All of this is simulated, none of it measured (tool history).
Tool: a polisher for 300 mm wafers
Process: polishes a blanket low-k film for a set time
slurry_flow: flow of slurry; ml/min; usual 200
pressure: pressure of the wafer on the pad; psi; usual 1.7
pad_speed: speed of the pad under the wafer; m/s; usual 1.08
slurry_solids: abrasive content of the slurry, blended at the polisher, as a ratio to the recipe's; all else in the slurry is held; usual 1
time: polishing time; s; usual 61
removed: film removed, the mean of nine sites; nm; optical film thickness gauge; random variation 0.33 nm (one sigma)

run,hour,slurry_flow,pressure,pad_speed,slurry_solids,time,"incoming thickness of the incoming film, nm",removed
1,0,200,1.7,1.08,1,61,440.8,20.7
# hour 50.2: slurry nozzle cleaned
# hour 58.8: worn pad replaced by a new one
2,79,200,1.7,1.08,1,61,437.3,20.1
# hour 103.4: conditioning disc replaced and pad reconditioned
3,124.7,200,1.7,1.08,1,61,434.7,23.9
# hour 184.4: head pressure recalibrated
4,184.9,200,1.7,1.08,1,61,447.3,24
5,286.8,200,1.7,1.08,1,61,435.3,22.4
# hour 330.5: slurry blender recalibrated
# hour 356.6: worn pad replaced by a new one
6,387.7,200,1.5,1.08,1,66,444.7,21.4
# hour 414.3: slurry nozzle cleaned
7,455.9,200,1.7,1.08,1,61,437.3,21.2
8,522.9,200,1.7,1.08,1,61,435.8,20.8
9,623,200,1.7,1.08,1,61,440.8,19.7
# hour 647.1: slurry blender recalibrated
# hour 648: conditioning disc replaced and pad reconditioned
10,659.9,200,1.4,1.08,1.2,61,442.4,22.8
# hour 695.1: worn pad replaced by a new one
11,707.6,200,1.4,1.08,1.2,61,441.6,22.3
# hour 718.4: head pressure recalibrated
# hour 766.1: slurry nozzle cleaned
12,807.6,200,1.7,1.08,1,61,442.5,22.3
13,901.9,200,1.7,0.84,1,61,440.7,18
# hour 937.5: slurry blender recalibrated
14,975.8,200,2.3,1.08,1,79,441.2,33.2
# hour 980.2: worn pad replaced by a new one
15,1078.4,200,1.7,1.08,0.7,46,437.2,12.4
16,1114.7,200,1.7,1.08,1,61,449.1,20.5
# hour 1138.5: slurry nozzle cleaned
# hour 1155.5: conditioning disc replaced and pad reconditioned
17,1169.9,200,1.7,1.08,0.7,52,447.5,17.1
# hour 1180.2: head pressure recalibrated
18,1215.3,200,1.7,0.8,1.2,61,436.3,20.7
# hour 1284.8: slurry blender recalibrated
19,1287.1,200,1.7,1.08,1,61,432.2,23.3
# hour 1337: worn pad replaced by a new one
20,1337.5,200,1.7,1.08,1.15,79,450.2,30.4
21,1397.9,245,1.4,1.08,1,61,440.1,20.1
# hour 1422.1: slurry nozzle cleaned
22,1504,155,1.4,0.96,1,61,447,16.7

Run 23 comes next. What will it give?
23,1581.5,200,1.7,1.08,1,61,442.5,?

{"run 23": {"removed": 20.7}}
Without the tool's hidden state the same run would have given removed 24.5 nm.

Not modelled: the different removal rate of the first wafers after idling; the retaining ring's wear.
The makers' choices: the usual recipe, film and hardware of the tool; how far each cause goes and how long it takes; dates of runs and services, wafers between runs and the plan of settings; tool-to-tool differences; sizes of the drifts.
